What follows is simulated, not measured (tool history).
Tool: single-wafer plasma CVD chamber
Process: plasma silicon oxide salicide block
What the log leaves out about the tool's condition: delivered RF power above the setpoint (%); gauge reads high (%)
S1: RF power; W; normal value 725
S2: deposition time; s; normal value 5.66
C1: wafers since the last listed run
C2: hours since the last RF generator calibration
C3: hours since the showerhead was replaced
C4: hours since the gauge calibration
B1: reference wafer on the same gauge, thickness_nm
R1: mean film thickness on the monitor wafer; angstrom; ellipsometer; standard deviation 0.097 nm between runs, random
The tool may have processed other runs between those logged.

run,hour,S1,S2,C1,C2,C3,C4,B1,R1
1,0.0,770,5.66,0,1486.9,5936.9,256.3,56.880,623.37
2,30.4,770,5.66,1056,1517.3,5967.3,286.7,56.905,621.47
3,66.4,725,5.66,1250,1553.3,6003.3,322.7,56.882,609.87
4,83.3,725,5.66,587,1570.2,6020.2,339.6,56.892,611.26
# hour 108.7: gauge calibrated
5,110.9,695,5.66,958,1597.8,6047.8,2.2,56.894,601.71
6,127.9,695,5.66,590,1614.8,6064.8,19.2,56.907,601.76
7,180.7,765,5.66,1834,1667.6,6117.6,72.0,56.898,619.73
8,203.2,765,5.66,781,1690.1,6140.1,94.5,56.905,617.65
# hour 218.1: showerhead replaced
9,233.7,765,5.66,781,1720.6,15.6,125.0,56.901,620.27
10,262.3,725,5.66,993,1749.2,44.2,153.6,56.888,607.75
11,287.9,725,5.66,889,1774.8,69.8,179.2,56.907,607.71
# hour 307.1: RF generator calibrated
12,311.0,655,5.28,524,3.9,92.9,202.3,56.889,565.91
13,326.1,630,5.21,524,19.0,108.0,217.4,56.898,552.54
14,349.5,680,5.12,812,42.4,131.4,240.8,56.906,553.40
15,370.5,665,5.66,729,63.4,152.4,261.8,56.889,608.00
16,397.7,725,5.66,944,90.6,179.6,289.0,56.892,623.18
17,409.7,725,5.66,416,102.6,191.6,301.0,56.914,623.65
18,429.5,725,4.55,687,122.4,211.4,320.8,56.912,501.02
# hour 435.8: gauge calibrated
19,453.4,725,5.66,830,146.3,235.3,17.6,56.908,623.26
20,473.2,820,4.92,687,166.1,255.1,37.4,56.904,559.85
21,487.8,805,4.53,507,180.7,269.7,52.0,56.903,514.45
22,514.4,725,6.16,924,207.3,296.3,78.6,56.897,677.66
23,549.6,795,5.13,1222,242.5,331.5,113.8,56.905,579.44

Each row is a separate what-if for the run after 23, all from the same tool condition, not one after another. Results?
A,550.0,725,6.67,13,242.9,331.9,114.2,?,?
B,550.0,830,4.88,13,242.9,331.9,114.2,?,?
C,550.0,870,5.00,13,242.9,331.9,114.2,?,?
D,550.0,800,5.66,13,242.9,331.9,114.2,?,?
E,550.0,790,4.83,13,242.9,331.9,114.2,?,?

run,B1,R1
A,56.899,733.53
B,56.899,558.85
C,56.899,580.72
D,56.899,641.07
E,56.899,545.01
With no hidden state in the tool, these same runs would have given:
run,R1
A,737.22
B,561.66
C,583.64
D,644.30
E,547.75
